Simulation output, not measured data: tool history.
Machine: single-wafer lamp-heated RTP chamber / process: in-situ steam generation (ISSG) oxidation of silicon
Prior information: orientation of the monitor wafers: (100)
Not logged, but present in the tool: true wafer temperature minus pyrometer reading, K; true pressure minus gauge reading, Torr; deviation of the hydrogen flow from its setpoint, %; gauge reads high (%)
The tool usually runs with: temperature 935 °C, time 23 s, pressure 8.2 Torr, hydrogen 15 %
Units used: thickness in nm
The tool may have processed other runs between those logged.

run	hour	temperature	time	pressure	hydrogen	wafers since the last listed run	wafers since the last pyrometer calibration	hours since the pressure gauge was zeroed	hours since the hydrogen flow controller was replaced	hours since the gauge calibration	read-back reference wafer on the same gauge, thickness	thickness
1	0	935	23	8.2	15	0	1898	2356.2	1207.8	501.3	3.47	3.918
2	26	935	23	8.2	15	177	2076	2382.2	1233.8	527.3	3.473	3.892
3	88	935	23	8.2	15	422	2499	2444.2	1295.8	589.3	3.471	3.907
4	113.5	928	23	8.2	15	173	2673	2469.7	1321.3	614.8	3.469	3.818
# hour 152.1: pyrometer window cleaned and pyrometer calibrated
5	176.9	928	23	8.2	15	377	168	2533.1	1384.7	678.2	3.468	3.817
# hour 297.1: gauge calibrated
6	375.9	935	23	8.2	15	1357	1526	2732.1	1583.7	78.8	3.472	3.891
# hour 461.1: pressure gauge zeroed
# hour 516.1: pyrometer window cleaned and pyrometer calibrated
7	560.3	919	23	8.2	12	1148	301	99.2	1768.1	263.2	3.468	3.548
8	613.6	919	23	8.2	12	363	665	152.5	1821.4	316.5	3.469	3.563
9	764.8	919	23	8.2	12	1031	1696	303.7	1972.6	467.7	3.471	3.581
10	806.2	935	23	8.2	15	282	1979	345.1	2014	509.1	3.472	3.9
11	831.1	935	23	8.2	15	169	2149	370	2038.9	534	3.471	3.901
# hour 849.5: pyrometer window cleaned and pyrometer calibrated
12	869.7	954	23	8.2	11	208	137	408.6	2077.5	572.6	3.47	3.88
# hour 924: hydrogen flow controller replaced
13	936.9	935	23	8.2	15	403	541	475.8	12.9	639.8	3.473	3.908
14	970.7	935	23	7.1	15	230	771	509.6	46.7	673.6	3.471	3.886
# hour 988.1: gauge calibrated
15	1010.3	945	17	9	22	270	1042	549.2	86.3	22.2	3.469	3.852
16	1077.5	935	23	8.2	15	458	1500	616.4	153.5	89.4	3.467	3.902
17	1120.6	935	23	6.9	11	293	1794	659.5	196.6	132.5	3.469	3.647
18	1158.8	935	23	8.2	11	260	2055	697.7	234.8	170.7	3.47	3.657
19	1199.5	923	20	9.1	11	277	2332	738.4	275.5	211.4	3.471	3.343
# hour 1252.9: pyrometer window cleaned and pyrometer calibrated
20	1256.8	919	27	8.9	11	336	26	795.7	332.8	268.7	3.468	3.736
21	1377.2	935	23	8.2	15	821	847	916.1	453.2	389.1	3.471	3.89
22	1405.4	935	23	8.2	12	192	1040	944.3	481.4	417.3	3.47	3.734
23	1441.9	935	23	8.2	15	248	1288	980.8	517.9	453.8	3.468	3.89

What if the next run were any one of these 3? Each begins from the tool's condition after run 23:
A	1442.3	935	28	8.2	15	2	1291	981.2	518.3	454.2	?	?
B	1442.3	949	23	8.2	15	2	1291	981.2	518.3	454.2	?	?
C	1442.3	923	31	8.2	15	2	1291	981.2	518.3	454.2	?	?

run	read-back reference wafer on the same gauge, thickness	thickness
A	3.469	4.225
B	3.469	4.05
C	3.469	4.261
With no hidden state in the tool, these same runs would have given:
run	thickness
A	4.225
B	4.05
C	4.261

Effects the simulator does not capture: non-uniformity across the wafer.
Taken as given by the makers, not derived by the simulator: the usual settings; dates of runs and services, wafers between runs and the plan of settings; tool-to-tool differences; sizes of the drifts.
